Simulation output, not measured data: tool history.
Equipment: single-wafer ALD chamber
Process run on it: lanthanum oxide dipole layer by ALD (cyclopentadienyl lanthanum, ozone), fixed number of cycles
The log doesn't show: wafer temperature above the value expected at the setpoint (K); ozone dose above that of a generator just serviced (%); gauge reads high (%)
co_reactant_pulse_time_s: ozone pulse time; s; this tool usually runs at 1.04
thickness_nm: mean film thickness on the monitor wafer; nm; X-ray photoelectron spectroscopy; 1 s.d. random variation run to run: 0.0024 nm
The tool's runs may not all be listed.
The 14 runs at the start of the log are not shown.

run,hour,co_reactant_pulse_time_s,wafers since the last listed run,hours since the last thermocouple change,hours since the last ozone generator service,hours since the showerhead was replaced,hours since the gauge calibration,"read-back reference wafer on the same gauge, thickness_nm",thickness_nm
15,842,1.04,521,404,496.7,423.3,423.4,0.397,0.475
# hour 892.3: ozone generator serviced
16,912.7,1.04,698,474.7,20.4,494,494.1,0.397,0.485
17,941.1,0.89,316,503.1,48.8,522.4,522.5,0.397,0.45
18,980.5,0.82,439,542.5,88.2,561.8,561.9,0.397,0.429
19,1033,1.33,584,595,140.7,614.3,614.4,0.397,0.516
20,1088.5,1.28,618,650.5,196.2,669.8,669.9,0.397,0.506
21,1140.3,1.37,577,702.3,248,721.6,721.7,0.397,0.512
22,1186,1.04,509,748,293.7,767.3,767.4,0.397,0.474
23,1245,0.73,657,807,352.7,826.3,826.4,0.397,0.386
24,1294.4,1.35,550,856.4,402.1,875.7,875.8,0.397,0.512
25,1319,0.72,274,881,426.7,900.3,900.4,0.397,0.38
26,1371.3,0.87,582,933.3,479,952.6,952.7,0.397,0.428

Run 27 has not been measured yet. What should we expect?
27,1433.1,1.04,688,995.1,540.8,1014.4,1014.5,?,?

read-back reference wafer on the same gauge, thickness_nm: 0.398
thickness_nm: 0.464 nm
Had the tool carried no hidden state, the very same run would have given thickness_nm 0.486 nm.

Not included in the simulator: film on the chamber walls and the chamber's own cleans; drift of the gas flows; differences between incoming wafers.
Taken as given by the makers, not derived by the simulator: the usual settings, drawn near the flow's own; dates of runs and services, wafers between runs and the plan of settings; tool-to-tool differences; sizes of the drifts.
